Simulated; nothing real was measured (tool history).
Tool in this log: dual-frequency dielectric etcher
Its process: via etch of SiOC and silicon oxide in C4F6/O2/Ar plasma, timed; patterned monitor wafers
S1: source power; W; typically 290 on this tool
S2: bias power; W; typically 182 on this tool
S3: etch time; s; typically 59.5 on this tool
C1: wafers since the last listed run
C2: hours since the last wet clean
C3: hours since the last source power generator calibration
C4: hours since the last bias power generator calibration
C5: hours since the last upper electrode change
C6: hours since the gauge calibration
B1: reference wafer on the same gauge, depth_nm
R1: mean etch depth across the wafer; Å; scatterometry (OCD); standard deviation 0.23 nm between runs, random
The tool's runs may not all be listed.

{"run": 1, "hour": 0.0, "S1": 300, "S2": 182, "S3": 59.5, "C1": 0, "C2": 282, "C3": 3015.5, "C4": 2177.5, "C5": 3733.7, "C6": 218.4, "B1": 62.5, "R1": 637}
{"run": 2, "hour": 17.8, "S1": 290, "S2": 182, "S3": 59.5, "C1": 287, "C2": 299.8, "C3": 3033.3, "C4": 2195.3, "C5": 3751.5, "C6": 236.2, "B1": 62.4, "R1": 627}
{"run": 3, "hour": 24.1, "S1": 290, "S2": 182, "S3": 66.5, "C1": 101, "C2": 306.1, "C3": 3039.6, "C4": 2201.6, "C5": 3757.8, "C6": 242.5, "B1": 62.4, "R1": 699}
{"run": 4, "hour": 39.6, "S1": 290, "S2": 182, "S3": 66.5, "C1": 250, "C2": 321.6, "C3": 3055.1, "C4": 2217.1, "C5": 3773.3, "C6": 258, "B1": 62.5, "R1": 697}
{"run": 5, "hour": 49.6, "S1": 290, "S2": 182, "S3": 46, "C1": 161, "C2": 331.6, "C3": 3065.1, "C4": 2227.1, "C5": 3783.3, "C6": 268, "B1": 62.4, "R1": 482}
{"run": 6, "hour": 66.0, "S1": 290, "S2": 182, "S3": 59.5, "C1": 264, "C2": 348, "C3": 3081.5, "C4": 2243.5, "C5": 3799.7, "C6": 284.4, "B1": 62.5, "R1": 624}
{"run": 7, "hour": 80.0, "S1": 290, "S2": 182, "S3": 59.5, "C1": 226, "C2": 362, "C3": 3095.5, "C4": 2257.5, "C5": 3813.7, "C6": 298.4, "B1": 62.4, "R1": 624}
{"run": 8, "hour": 93.6, "S1": 290, "S2": 182, "S3": 68.5, "C1": 219, "C2": 375.6, "C3": 3109.1, "C4": 2271.1, "C5": 3827.3, "C6": 312, "B1": 62.6, "R1": 721}
{"run": 9, "hour": 107.2, "S1": 290, "S2": 182, "S3": 46.5, "C1": 219, "C2": 389.2, "C3": 3122.7, "C4": 2284.7, "C5": 3840.9, "C6": 325.6, "B1": 62.5, "R1": 491}
{"run": 10, "hour": 117.4, "S1": 250, "S2": 182, "S3": 59.5, "C1": 164, "C2": 399.4, "C3": 3132.9, "C4": 2294.9, "C5": 3851.1, "C6": 335.8, "B1": 62.4, "R1": 589}
{"hour": 117.6, "done": "gauge calibrated"}
{"run": 11, "hour": 130.0, "S1": 250, "S2": 182, "S3": 59.5, "C1": 203, "C2": 412, "C3": 3145.5, "C4": 2307.5, "C5": 3863.7, "C6": 12.4, "B1": 62.5, "R1": 589}
{"run": 12, "hour": 138.3, "S1": 290, "S2": 201, "S3": 59.5, "C1": 134, "C2": 420.3, "C3": 3153.8, "C4": 2315.8, "C5": 3872, "C6": 20.7, "B1": 62.5, "R1": 654}
{"run": 13, "hour": 150.9, "S1": 330, "S2": 182, "S3": 59.5, "C1": 203, "C2": 432.9, "C3": 3166.4, "C4": 2328.4, "C5": 3884.6, "C6": 33.3, "B1": 62.5, "R1": 667}
{"run": 14, "hour": 162.2, "S1": 290, "S2": 146, "S3": 59.5, "C1": 182, "C2": 444.2, "C3": 3177.7, "C4": 2339.7, "C5": 3895.9, "C6": 44.6, "B1": 62.5, "R1": 572}
{"run": 15, "hour": 173.1, "S1": 250, "S2": 217, "S3": 49, "C1": 175, "C2": 455.1, "C3": 3188.6, "C4": 2350.6, "C5": 3906.8, "C6": 55.5, "B1": 62.5, "R1": 525}
{"hour": 201.5, "done": "source power generator calibrated"}
{"hour": 237.5, "done": "upper electrode replaced"}
{"hour": 250.3, "done": "bias power generator calibrated"}
{"hour": 262.0, "done": "wet clean of the chamber"}
{"run": 16, "hour": 262.5, "S1": 290, "S2": 182, "S3": 59.5, "C1": 738, "C2": 0.5, "C3": 61, "C4": 12.2, "C5": 25, "C6": 144.9, "B1": 62.4, "R1": 627}
{"run": 17, "hour": 262.8, "S1": 350, "S2": 211, "S3": 72.5, "C1": 4, "C2": 0.8, "C3": 61.3, "C4": 12.5, "C5": 25.3, "C6": 145.2, "B1": 62.5, "R1": 876}
{"run": 18, "hour": 263.2, "S1": 350, "S2": 201, "S3": 70.5, "C1": 6, "C2": 1.2, "C3": 61.7, "C4": 12.9, "C5": 25.7, "C6": 145.6, "B1": 62.5, "R1": 836}
{"run": 19, "hour": 263.5, "S1": 290, "S2": 182, "S3": 75.5, "C1": 4, "C2": 1.5, "C3": 62, "C4": 13.2, "C5": 26, "C6": 145.9, "B1": 62.5, "R1": 794}
{"run": 20, "hour": 264.4, "S1": 230, "S2": 213, "S3": 48.5, "C1": 14, "C2": 2.4, "C3": 62.9, "C4": 14.1, "C5": 26.9, "C6": 146.8, "B1": 62.6, "R1": 494}
{"run": 21, "hour": 277.6, "S1": 290, "S2": 182, "S3": 59.5, "C1": 213, "C2": 15.6, "C3": 76.1, "C4": 27.3, "C5": 40.1, "C6": 160, "B1": 62.5, "R1": 628}
{"run": 22, "hour": 289.9, "S1": 290, "S2": 182, "S3": 59.5, "C1": 198, "C2": 27.9, "C3": 88.4, "C4": 39.6, "C5": 52.4, "C6": 172.3, "B1": 62.5, "R1": 628}
{"run": 23, "hour": 300.3, "S1": 240, "S2": 206, "S3": 59.5, "C1": 167, "C2": 38.3, "C3": 98.8, "C4": 50, "C5": 62.8, "C6": 182.7, "B1": 62.5, "R1": 605}
{"run": 24, "hour": 314.1, "S1": 290, "S2": 147, "S3": 68.5, "C1": 222, "C2": 52.1, "C3": 112.6, "C4": 63.8, "C5": 76.6, "C6": 196.5, "B1": 62.5, "R1": 665}
{"run": 25, "hour": 324.2, "S1": 240, "S2": 156, "S3": 59.5, "C1": 163, "C2": 62.2, "C3": 122.7, "C4": 73.9, "C5": 86.7, "C6": 206.6, "B1": 62.6, "R1": 546}
{"run": 26, "hour": 334.3, "S1": 270, "S2": 182, "S3": 59.5, "C1": 163, "C2": 72.3, "C3": 132.8, "C4": 84, "C5": 96.8, "C6": 216.7, "B1": 62.6, "R1": 606}
{"run": 27, "hour": 344.8, "S1": 250, "S2": 203, "S3": 59.5, "C1": 169, "C2": 82.8, "C3": 143.3, "C4": 94.5, "C5": 107.3, "C6": 227.2, "B1": 62.4, "R1": 618}

What differs in the tool's unlogged condition from the final listed run ahead of each entry between runs to the first listed run following it?
From run 10 to run 11: gauge calibrated (hour 117.6)
  both runs share identical hidden conditions
From run 15 to run 16: source power generator calibrated (hour 201.5); upper electrode replaced (hour 237.5); bias power generator calibrated (hour 250.3); wet clean of the chamber (hour 262)
  both runs share identical hidden conditions
